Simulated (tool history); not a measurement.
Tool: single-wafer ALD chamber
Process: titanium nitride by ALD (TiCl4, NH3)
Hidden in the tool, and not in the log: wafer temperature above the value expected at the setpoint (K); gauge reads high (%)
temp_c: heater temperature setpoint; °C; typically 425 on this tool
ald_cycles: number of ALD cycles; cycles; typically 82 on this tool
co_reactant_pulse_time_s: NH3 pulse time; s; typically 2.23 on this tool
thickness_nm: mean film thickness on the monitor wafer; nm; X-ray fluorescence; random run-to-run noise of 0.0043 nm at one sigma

run,hour,temp_c,ald_cycles,co_reactant_pulse_time_s,wafers since the last listed run,hours since the last thermocouple change,hours since the showerhead was replaced,hours since the gauge calibration,"read-back reference wafer on the same gauge, thickness_nm",thickness_nm
1,0,425,82,2.23,0,670.8,4388.9,2324.2,1.54,1.836
2,91.9,425,82,2.23,376,762.7,4480.8,2416.1,1.539,1.827
3,136.9,425,82,2.23,184,807.7,4525.8,2461.1,1.539,1.831
4,230.9,425,82,1.83,384,901.7,4619.8,2555.1,1.541,1.835
5,303.7,425,82,1.83,298,974.5,4692.6,2627.9,1.541,1.833
6,398.6,425,82,2.23,388,1069.4,4787.5,2722.8,1.541,1.832
7,473.5,425,82,2.23,306,1144.3,4862.4,2797.7,1.543,1.837
8,521.9,425,82,2.23,198,1192.7,4910.8,2846.1,1.543,1.836
9,566.2,425,82,2.23,181,1237,4955.1,2890.4,1.543,1.83
10,662.9,425,82,2.23,395,1333.7,5051.8,2987.1,1.544,1.838
11,710.6,425,82,2.23,195,1381.4,5099.5,3034.8,1.544,1.838
12,788.6,421,75,2.23,319,1459.4,5177.5,3112.8,1.545,1.68
13,873.1,421,75,2.23,345,1543.9,5262,3197.3,1.546,1.677
14,944.4,425,87,2.23,291,1615.2,5333.3,3268.6,1.546,1.948
15,1010.1,425,87,2.23,268,1680.9,5399,3334.3,1.547,1.947
16,1088.6,435,82,2.23,321,1759.4,5477.5,3412.8,1.548,1.845
17,1148.9,430,82,2.66,246,1819.7,5537.8,3473.1,1.548,1.85
18,1204.4,425,82,2.23,227,1875.2,5593.3,3528.6,1.549,1.84
19,1308.3,438,93,2.23,425,1979.1,5697.2,3632.5,1.55,2.086
20,1398.6,425,82,2.23,369,2069.4,5787.5,3722.8,1.55,1.851
# hour 1402.2: gauge calibrated
21,1481,425,82,1.98,337,2151.8,5869.9,78.8,1.53,1.825
22,1567.2,421,88,2.76,352,2238,5956.1,165,1.532,1.96
23,1669.2,425,82,2.23,417,2340,6058.1,267,1.53,1.812
# hour 1743.5: showerhead replaced
24,1769.3,412,67,2.23,377,2440.1,25.8,367.1,1.53,1.483
25,1825.2,411,82,2.23,228,2496,81.7,423,1.532,1.817
26,1894,425,73,2.89,281,2564.8,150.5,491.8,1.531,1.629
27,1957.1,412,94,1.74,258,2627.9,213.6,554.9,1.531,2.069
28,2009.6,439,88,2.67,214,2680.4,266.1,607.4,1.531,1.955
29,2077.3,429,82,1.78,277,2748.1,333.8,675.1,1.531,1.809
# hour 2101.9: thermocouple changed; heater temperature recalibrated
30,2160.4,436,73,3.12,307,58.5,416.9,758.2,1.532,1.626
31,2448.2,425,78,2.23,1178,346.3,704.7,1046,1.531,1.73
32,2505.3,425,82,2.23,233,403.4,761.8,1103.1,1.533,1.825
33,2611.3,425,87,1.68,433,509.4,867.8,1209.1,1.532,1.926
34,2653.7,425,82,2.23,173,551.8,910.2,1251.5,1.533,1.824
35,2912.6,425,76,2.78,1060,810.7,1169.1,1510.4,1.533,1.697
36,2979.5,425,82,2.23,273,877.6,1236,1577.3,1.534,1.821
37,3057.8,439,94,1.9,320,955.9,1314.3,1655.6,1.534,2.083
38,3094.8,425,82,2.23,151,992.9,1351.3,1692.6,1.534,1.819
39,3200.4,425,82,1.34,432,1098.5,1456.9,1798.2,1.535,1.81
40,3302.2,425,82,2.23,416,1200.3,1558.7,1900,1.535,1.828

What the log doesn't show, run by run:
wafer temperature above the value expected at the setpoint (K): 0 at every run
H1: gauge reads high (%)
run,H1
1,0.589
2,0.627
3,0.646
4,0.687
5,0.72
6,0.764
7,0.799
8,0.823
9,0.845
10,0.894
11,0.919
12,0.961
13,1.01
14,1.05
15,1.08
16,1.13
17,1.17
18,1.2
19,1.26
20,1.32
21,0.0417
22,0.0435
23,0.0473
24,0.0528
25,0.0566
26,0.0621
27,0.0678
28,0.0731
29,0.0806
30,0.0909
31,0.136
32,0.146
33,0.168
34,0.177
35,0.239
36,0.257
37,0.278
38,0.289
39,0.321
40,0.354

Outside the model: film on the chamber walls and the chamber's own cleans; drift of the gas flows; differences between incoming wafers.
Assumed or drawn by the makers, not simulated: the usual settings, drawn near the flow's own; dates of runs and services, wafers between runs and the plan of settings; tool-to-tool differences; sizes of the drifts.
